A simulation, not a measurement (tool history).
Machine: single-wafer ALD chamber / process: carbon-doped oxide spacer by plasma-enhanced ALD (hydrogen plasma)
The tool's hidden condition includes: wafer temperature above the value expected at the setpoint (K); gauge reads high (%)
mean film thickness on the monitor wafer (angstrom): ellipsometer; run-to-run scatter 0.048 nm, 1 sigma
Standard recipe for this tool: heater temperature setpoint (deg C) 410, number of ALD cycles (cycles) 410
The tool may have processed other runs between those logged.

run    hour  heater temperature setpoint (deg C)  number of ALD cycles (cycles)  wafers since the last listed run  hours since the last thermocouple change  hours since the gauge calibration  read-back reference wafer on the same gauge, thickness_nm  mean film thickness on the monitor wafer (angstrom)
  1       0                                  410                            383                                 0                                    1503.9                              775.7                                                     22.901                                               182.06
  2    69.5                                  410                            383                                80                                    1573.4                              845.2                                                     22.912                                               181.69
  3   134.4                                  410                            383                                74                                    1638.3                              910.1                                                       22.9                                               183.05
  4   218.9                                  410                            410                                97                                    1722.8                              994.6                                                     22.894                                               194.68
  5   275.3                                  410                            410                                65                                    1779.2                               1051                                                     22.902                                               195.54
  6     337                                  410                            392                                71                                    1840.9                             1112.7                                                     22.898                                               187.77
  7   402.2                                  410                            392                                75                                    1906.1                             1177.9                                                     22.899                                               186.25
  8     471                                  410                            410                                79                                    1974.9                             1246.7                                                     22.898                                               195.55
  9   517.1                                  410                            410                                53                                      2021                             1292.8                                                     22.912                                               196.24
        539  -- gauge calibrated
 10   553.9                                  410                            410                                42                                    2057.8                               14.9                                                     22.888                                               196.98
 11   616.8                                  410                            484                                72                                    2120.7                               77.8                                                     22.908                                               230.69
 12   658.6                                  424                            389                                48                                    2162.5                              119.6                                                       22.9                                               176.13
 13   710.7                                  410                            486                                60                                    2214.6                              171.7                                                     22.914                                               232.16
 14   790.5                                  410                            410                                92                                    2294.4                              251.5                                                     22.903                                               196.54
 15     840                                  399                            331                                57                                    2343.9                                301                                                     22.912                                                160.5
      871.6  -- thermocouple changed; heater temperature recalibrated
 16   916.3                                  410                            467                                78                                      44.7                              377.3                                                     22.891                                               220.24
 17     987                                  410                            439                                81                                     115.4                                448                                                     22.906                                               207.17
 18  1050.8                                  410                            410                                73                                     179.2                              511.8                                                       22.9                                               193.72
 19  1086.9                                  417                            374                                41                                     215.3                              547.9                                                       22.9                                               172.55
 20  1161.3                                  425                            466                                85                                     289.7                              622.3                                                     22.897                                               209.07

Forecast each of these 3 alternatives for the next run:
  A  1162.3                                  424                            410                                 1                                     290.7                              623.3                                                          ?                                                    ?
  B  1162.3                                  419                            374                                 1                                     290.7                              623.3                                                          ?                                                    ?
  C  1162.3                                  400                            410                                 1                                     290.7                              623.3                                                          ?                                                    ?

run  read-back reference wafer on the same gauge, thickness_nm  mean film thickness on the monitor wafer (angstrom)
  A                                                      22.89                                               184.24
  B                                                      22.89                                               171.14
  C                                                      22.89                                               198.76
Without the tool's unlogged condition, the same runs would have read:
run  mean film thickness on the monitor wafer (angstrom)
  A                                               183.33
  B                                               170.32
  C                                               198.76

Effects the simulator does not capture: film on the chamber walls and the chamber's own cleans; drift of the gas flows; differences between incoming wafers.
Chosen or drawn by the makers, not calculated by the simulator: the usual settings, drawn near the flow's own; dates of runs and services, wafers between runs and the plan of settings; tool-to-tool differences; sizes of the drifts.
